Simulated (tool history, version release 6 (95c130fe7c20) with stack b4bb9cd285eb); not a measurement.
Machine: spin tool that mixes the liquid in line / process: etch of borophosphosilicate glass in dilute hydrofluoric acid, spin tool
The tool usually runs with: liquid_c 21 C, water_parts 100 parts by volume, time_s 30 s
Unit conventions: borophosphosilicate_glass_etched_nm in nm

run,hour,liquid_c,water_parts,time_s,wafers since the last listed run,hours since the thermometer was replaced,hours since the hydrofluoric acid flow meter was replaced,hours since the gauge calibration,"read-back film thickness of the borophosphosilicate glass reference wafer, read on the same gauge (nm)",borophosphosilicate_glass_etched_nm
1,0,21,60,30,0,848.8,1585.7,327.8,50.03,41.98
2,32,21,60,30,362,880.8,1617.7,359.8,49.98,41.66
# hour 66.5: thermometer replaced
3,71.1,21,60,30,431,4.6,1656.8,398.9,50,41.96
4,86.9,21,100,30,178,20.4,1672.6,414.7,49.99,23.98
5,100.6,21,100,30,155,34.1,1686.3,428.4,50.01,24.3
6,119.1,21,100,30,209,52.6,1704.8,446.9,49.99,24.29
7,152.6,21,100,30,379,86.1,1738.3,480.4,50.01,24.1
8,167.2,21,100,30,165,100.7,1752.9,495,50.06,24.24
9,193,19.5,100,30,292,126.5,1778.7,520.8,50,22.94
10,215.6,21,120,40,256,149.1,1801.3,543.4,49.96,26.85
# hour 224: hydrofluoric acid flow meter replaced
11,232,18.5,100,20,174,165.5,8,559.8,49.98,13.54
12,250.2,24.5,100,30,206,183.7,26.2,578,49.99,24.78
13,334.9,21,100,30,959,268.4,110.9,662.7,50.03,22.27
14,367.6,19,55,45,370,301.1,143.6,695.4,50.02,57.95
15,396.2,17,145,15,323,329.7,172.2,724,50.01,6.22
16,430.9,18.5,100,20,393,364.4,206.9,758.7,49.99,13.26
17,445.7,21,100,35,167,379.2,221.7,773.5,49.99,26.04
18,470.8,18.5,145,30,284,404.3,246.8,798.6,50.03,13.41
19,488.1,21,65,15,195,421.6,264.1,815.9,50.01,17.76
20,513.9,21,85,30,292,447.4,289.9,841.7,49.99,27.26
# hour 517.5: gauge calibrated
21,549.4,21,65,20,402,482.9,325.4,31.9,50.01,23.75
22,573.2,21,100,30,269,506.7,349.2,55.7,49.99,22.87
23,595.2,17,100,35,249,528.7,371.2,77.7,49.97,22.28
24,615.7,21,100,30,232,549.2,391.7,98.2,50.02,22.58
25,628.1,21,100,30,140,561.6,404.1,110.6,50,22.72
26,643.8,25,115,20,177,577.3,419.8,126.3,50.05,15.13
27,675.4,21,100,50,357,608.9,451.4,157.9,50.02,37.75
28,705.6,25.5,125,45,342,639.1,481.6,188.1,50,32.04
29,718,19,100,30,140,651.5,494,200.5,49.99,20.73
30,743.2,18.5,145,30,285,676.7,519.2,225.7,50.04,13.56
31,763.8,18,60,40,233,697.3,539.8,246.3,49.94,47.47
32,790.4,23.5,100,15,301,723.9,566.4,272.9,49.98,12.69

Some steps in borophosphosilicate_glass_etched_nm between neighbouring runs. How much of each would the tool show without its hidden state too (settings, what came in, random variation), and how much is left for the hidden state, with any gauge scatter that isn't in both results?
Hidden state present: liquid colder than its thermometer reads (K); hydrofluoric acid flow above the setpoint (%); gauge reads high (%).
Run 3 -> 4: water_parts 60 -> 100. borophosphosilicate_glass_etched_nm -17.98 nm: hidden state -1.6, all else -16.38.
Run 10 -> 11: liquid_c 21 -> 18.5, water_parts 120 -> 100, time_s 40 -> 20, hydrofluoric acid flow meter replaced. borophosphosilicate_glass_etched_nm -13.31 nm: hidden state -2.84, all else -10.47.
Run 13 -> 14: liquid_c 21 -> 19, water_parts 100 -> 55, time_s 30 -> 45. borophosphosilicate_glass_etched_nm +35.68 nm: hidden state +0.44, all else +35.24.
Run 14 -> 15: liquid_c 19 -> 17, water_parts 55 -> 145, time_s 45 -> 15. borophosphosilicate_glass_etched_nm -51.73 nm: hidden state -0.57, all else -51.16.
Run 30 -> 31: liquid_c 18.5 -> 18, water_parts 145 -> 60, time_s 30 -> 40. borophosphosilicate_glass_etched_nm +33.91 nm: hidden state +1.15, all else +32.76.
Run 31 -> 32: liquid_c 18 -> 23.5, water_parts 60 -> 100, time_s 40 -> 15. borophosphosilicate_glass_etched_nm -34.78 nm: hidden state -1.15, all else -33.63.

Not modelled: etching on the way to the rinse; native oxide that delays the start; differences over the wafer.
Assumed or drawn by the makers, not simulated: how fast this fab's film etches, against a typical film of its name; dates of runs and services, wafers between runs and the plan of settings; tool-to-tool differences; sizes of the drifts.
